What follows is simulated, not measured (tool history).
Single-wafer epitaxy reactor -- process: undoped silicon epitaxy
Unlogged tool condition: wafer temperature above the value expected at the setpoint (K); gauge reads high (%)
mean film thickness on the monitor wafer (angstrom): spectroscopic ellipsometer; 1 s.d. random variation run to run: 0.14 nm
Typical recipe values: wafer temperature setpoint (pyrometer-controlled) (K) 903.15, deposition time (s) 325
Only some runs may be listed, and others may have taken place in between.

run,day,wafer temperature setpoint (pyrometer-controlled) (K),deposition time (s),wafers since the last listed run,hours since the last pyrometer calibration,hours since the gauge calibration,"read-back reference wafer on the same gauge, thickness_nm",mean film thickness on the monitor wafer (angstrom)
1,0.000,912.15,325,0,2141.1,115.5,40.487,513.56
2,1.883,898.15,325,283,2186.3,160.7,40.486,356.43
3,4.742,898.15,325,430,2254.9,229.3,40.498,356.71
4,8.504,898.15,325,567,2345.2,319.6,40.513,356.03
5,11.075,913.15,325,387,2406.9,381.3,40.506,522.26
6,14.712,913.15,325,548,2494.2,468.6,40.485,522.49
7,17.000,913.15,325,344,2549.1,523.5,40.521,522.90
8,19.629,903.15,325,396,2612.2,586.6,40.495,404.06
9,25.738,903.15,325,920,2758.8,733.2,40.494,406.26
10,28.158,903.15,325,364,2816.9,791.3,40.510,405.09
11,31.075,903.15,325,439,2886.9,861.3,40.462,406.62
12,34.771,909.15,307,557,2975.6,950.0,40.497,446.95
# day 37.371: pyrometer calibrated
13,38.108,903.15,325,452,17.7,1030.1,40.491,397.36
14,39.967,903.15,325,280,62.3,1074.7,40.504,395.91
15,42.783,903.15,325,424,129.9,1142.3,40.473,397.09
16,44.696,903.15,325,288,175.8,1188.2,40.500,394.55
17,48.867,903.15,325,628,275.9,1288.3,40.510,397.96
18,52.671,913.15,325,573,367.2,1379.6,40.518,516.49
19,55.838,917.15,372,477,443.2,1455.6,40.507,653.71
20,58.267,903.15,325,366,501.5,1513.9,40.498,400.69
21,60.196,916.15,378,290,547.8,1560.2,40.505,650.42
22,64.362,891.15,325,628,647.8,1660.2,40.503,293.32
23,66.350,913.15,325,299,695.5,1707.9,40.531,518.16
24,70.192,897.15,269,579,787.7,1800.1,40.510,284.29

What does the tool deliver on the next run?
# day 72.492: gauge calibrated
25,73.296,916.15,378,467,862.2,19.3,?,?

Run 25 yielded read-back reference wafer on the same gauge, thickness_nm 40.496, mean film thickness on the monitor wafer (angstrom) 651.13.
With no hidden state in the tool, this same run would have given mean film thickness on the monitor wafer (angstrom) 637.40.

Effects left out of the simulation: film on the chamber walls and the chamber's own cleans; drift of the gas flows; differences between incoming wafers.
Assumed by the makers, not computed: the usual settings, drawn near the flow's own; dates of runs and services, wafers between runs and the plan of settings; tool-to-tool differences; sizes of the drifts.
